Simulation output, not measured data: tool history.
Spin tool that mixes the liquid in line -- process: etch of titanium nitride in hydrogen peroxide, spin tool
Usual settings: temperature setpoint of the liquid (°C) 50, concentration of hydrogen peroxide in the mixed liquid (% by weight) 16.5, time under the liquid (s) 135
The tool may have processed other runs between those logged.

run,hour,temperature setpoint of the liquid (°C),concentration of hydrogen peroxide in the mixed liquid (% by weight),time under the liquid (s),wafers since the last listed run,hours since the thermometer was replaced,hours since the peroxide flow meter was replaced,hours since the heated supply line was repaired,hours since the drum of peroxide was connected,hours since the gauge calibration,"read-back film thickness of the titanium nitride reference wafer, read on the same gauge (nm)",thickness taken off the titanium nitride on a monitor wafer (nm)
1,0,50,16.5,135,0,943.2,326.5,83.2,1244.5,2797.7,149.95,11.03
2,79.7,50,16.5,135,775,1022.9,406.2,162.9,1324.2,2877.4,149.99,11.18
# hour 96.7: new drum of peroxide connected
3,184.1,50,16.5,135,1006,1127.3,510.6,267.3,87.4,2981.8,149.99,10.84
4,278.9,50,16.5,135,922,1222.1,605.4,362.1,182.2,3076.6,150.01,10.93
# hour 316.8: gauge calibrated
5,356.4,50,16.5,135,754,1299.6,682.9,439.6,259.7,39.6,150,10.97
6,397.4,42.5,13.5,135,399,1340.6,723.9,480.6,300.7,80.6,149.98,6.06
7,499,42.5,13.5,135,988,1442.2,825.5,582.2,402.3,182.2,150,5.98
8,552.6,50,16.5,135,521,1495.8,879.1,635.8,455.9,235.8,150.04,10.96
9,659.5,54,12.5,180,1040,1602.7,986,742.7,562.8,342.7,150.03,18.21
10,739.1,45.5,16.5,85,774,1682.3,1065.6,822.3,642.4,422.3,149.98,4.86
# hour 778.8: heated supply line repaired
11,788.5,50,18.5,185,471,1731.7,1115,9.7,691.8,471.7,150.03,15.39
12,875.1,50,16.5,135,842,1818.3,1201.6,96.3,778.4,558.3,149.99,10.83
# hour 956.7: peroxide flow meter replaced
13,979.5,50,16.5,135,1006,1922.7,22.8,200.7,882.8,662.7,149.98,10.81
14,1028.4,50,16.5,135,475,1971.6,71.7,249.6,931.7,711.6,150.01,10.6
15,1132.4,56.5,14,195,1012,2075.6,175.7,353.6,1035.7,815.6,149.96,23.72
16,1223.6,59,12.5,170,887,2166.8,266.9,444.8,1126.9,906.8,149.99,23.62
17,1273.2,58,14,135,482,2216.4,316.5,494.4,1176.5,956.4,150.01,18
# hour 1294.5: thermometer replaced
18,1356.9,45.5,16.5,135,804,62.4,400.2,578.1,1260.2,1040.1,150.03,8.23
19,1408.5,50,15,135,502,114,451.8,629.7,1311.8,1091.7,150.05,11.21
# hour 1430.5: heated supply line repaired
# hour 1497.4: new drum of peroxide connected
20,1511.7,45,14,65,984,217.2,555,81.2,14.3,1194.9,149.98,3.68
21,1776.3,44.5,14,135,2575,481.8,819.6,345.8,278.9,1459.5,149.99,7.48
22,1870.2,60,12,175,913,575.7,913.5,439.7,372.8,1553.4,149.99,27.65
23,1977.3,50,16.5,135,1042,682.8,1020.6,546.8,479.9,1660.5,149.99,11.34
24,2038.4,58.5,21,190,594,743.9,1081.7,607.9,541,1721.6,149.96,29.66
# hour 2081.1: peroxide flow meter replaced
25,2136.6,59,16.5,175,945,842.1,55.5,706.1,639.2,1819.8,149.96,27.54
# hour 2241.8: heated supply line repaired
26,2428.8,54.5,13.5,180,2833,1134.3,347.7,187,931.4,2112,149.99,19.45

What if the next run were any one of these 3? Each begins from the tool's condition after run 26:
A,2429.3,54,16.5,135,4,1134.8,348.2,187.5,931.9,2112.5,?,?
B,2429.3,57.5,16.5,135,4,1134.8,348.2,187.5,931.9,2112.5,?,?
C,2429.3,57.5,16.5,170,4,1134.8,348.2,187.5,931.9,2112.5,?,?

run,"read-back film thickness of the titanium nitride reference wafer, read on the same gauge (nm)",thickness taken off the titanium nitride on a monitor wafer (nm)
A,150,14.97
B,150,19.13
C,150,24.09
Had the tool no hidden state, the same runs would have come out as:
run,thickness taken off the titanium nitride on a monitor wafer (nm)
A,15.6
B,19.91
C,25.07
